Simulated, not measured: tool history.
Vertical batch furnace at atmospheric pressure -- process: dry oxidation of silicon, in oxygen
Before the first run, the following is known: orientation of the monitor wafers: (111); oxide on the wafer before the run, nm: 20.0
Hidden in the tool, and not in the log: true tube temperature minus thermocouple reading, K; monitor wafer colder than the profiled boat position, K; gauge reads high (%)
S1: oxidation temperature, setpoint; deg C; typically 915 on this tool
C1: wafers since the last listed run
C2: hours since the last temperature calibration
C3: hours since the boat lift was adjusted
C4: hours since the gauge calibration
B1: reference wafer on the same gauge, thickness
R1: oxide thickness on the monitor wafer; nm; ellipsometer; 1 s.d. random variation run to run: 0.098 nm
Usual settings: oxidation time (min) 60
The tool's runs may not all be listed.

Run 1, hour 0: usual settings but oxidation time (min) 76.5; C1 0; C2 2205.3; C3 5352.5; C4 43.3; B1 46.08. Result: R1 50.67 nm.
Run 2, hour 35.4: usual settings but oxidation time (min) 76.5; C1 544; C2 2240.7; C3 5387.9; C4 78.7; B1 46.06. Result: R1 50.67 nm.
Run 3, hour 62.7: usual settings but oxidation time (min) 76.5; C1 419; C2 2268; C3 5415.2; C4 106; B1 46.08. Result: R1 50.67 nm.
At hour 108.1: thermocouples replaced and temperature profile calibrated.
Run 4, hour 108.6: usual settings; C1 336; C2 0.5; C3 5461.1; C4 151.9; B1 46.11. Result: R1 45.15 nm.
Run 5, hour 114.1: usual settings; C1 84; C2 6; C3 5466.6; C4 157.4; B1 46.09. Result: R1 44.96 nm.
Run 6, hour 119.5: usual settings but S1 929 deg C; C1 83; C2 11.4; C3 5472; C4 162.8; B1 46.06. Result: R1 49.43 nm.
Run 7, hour 130.3: usual settings but S1 929 deg C; C1 166; C2 22.2; C3 5482.8; C4 173.6; B1 46.13. Result: R1 49.32 nm.
At hour 204.1: gauge calibrated.
Run 8, hour 210.4: usual settings but S1 937 deg C, oxidation time (min) 37.5; C1 1231; C2 102.3; C3 5562.9; C4 6.3; B1 46.13. Result: R1 41.56 nm.
At hour 239.1: boat lift adjusted.
Run 9, hour 239.6: usual settings but S1 940 deg C, oxidation time (min) 33; C1 79; C2 131.5; C3 0.5; C4 35.5; B1 46.12. Result: R1 39.95 nm.
Run 10, hour 250.7: usual settings; C1 170; C2 142.6; C3 11.6; C4 46.6; B1 46.13. Result: R1 45.09 nm.
Run 11, hour 269.3: usual settings but S1 931 deg C, oxidation time (min) 78; C1 285; C2 161.2; C3 30.2; C4 65.2; B1 46.1. Result: R1 57.27 nm.
Run 12, hour 294.7: usual settings but S1 904 deg C; C1 390; C2 186.6; C3 55.6; C4 90.6; B1 46.09. Result: R1 41.84 nm.
Run 13, hour 308.5: usual settings but S1 940 deg C, oxidation time (min) 33; C1 212; C2 200.4; C3 69.4; C4 104.4; B1 46.05. Result: R1 39.93 nm.
Run 14, hour 321.9: usual settings but oxidation time (min) 32; C1 206; C2 213.8; C3 82.8; C4 117.8; B1 46.12. Result: R1 34.74 nm.

Predict each of these 5 candidate next runs independently; none follows another, all start after run 14:
Run A, hour 327.5: usual settings; C1 86; C2 219.4; C3 88.4; C4 123.4; B1 ?. Result: R1 ?.
Run B, hour 327.5: usual settings but oxidation time (min) 74; C1 86; C2 219.4; C3 88.4; C4 123.4; B1 ?. Result: R1 ?.
Run C, hour 327.5: usual settings but S1 935 deg C, oxidation time (min) 32; C1 86; C2 219.4; C3 88.4; C4 123.4; B1 ?. Result: R1 ?.
Run D, hour 327.5: usual settings but S1 928 deg C; C1 86; C2 219.4; C3 88.4; C4 123.4; B1 ?. Result: R1 ?.
Run E, hour 327.5: usual settings but oxidation time (min) 87; C1 86; C2 219.4; C3 88.4; C4 123.4; B1 ?. Result: R1 ?.

run     B1     R1
  A  46.11  45.13
  B  46.11  49.96
  C  46.11  38.51
  D  46.11  49.18
  E  46.11  54.26
Without the tool's unlogged condition, the same runs would have read:
run     R1
  A  45.13
  B  49.96
  C  38.51
  D  49.18
  E  54.26

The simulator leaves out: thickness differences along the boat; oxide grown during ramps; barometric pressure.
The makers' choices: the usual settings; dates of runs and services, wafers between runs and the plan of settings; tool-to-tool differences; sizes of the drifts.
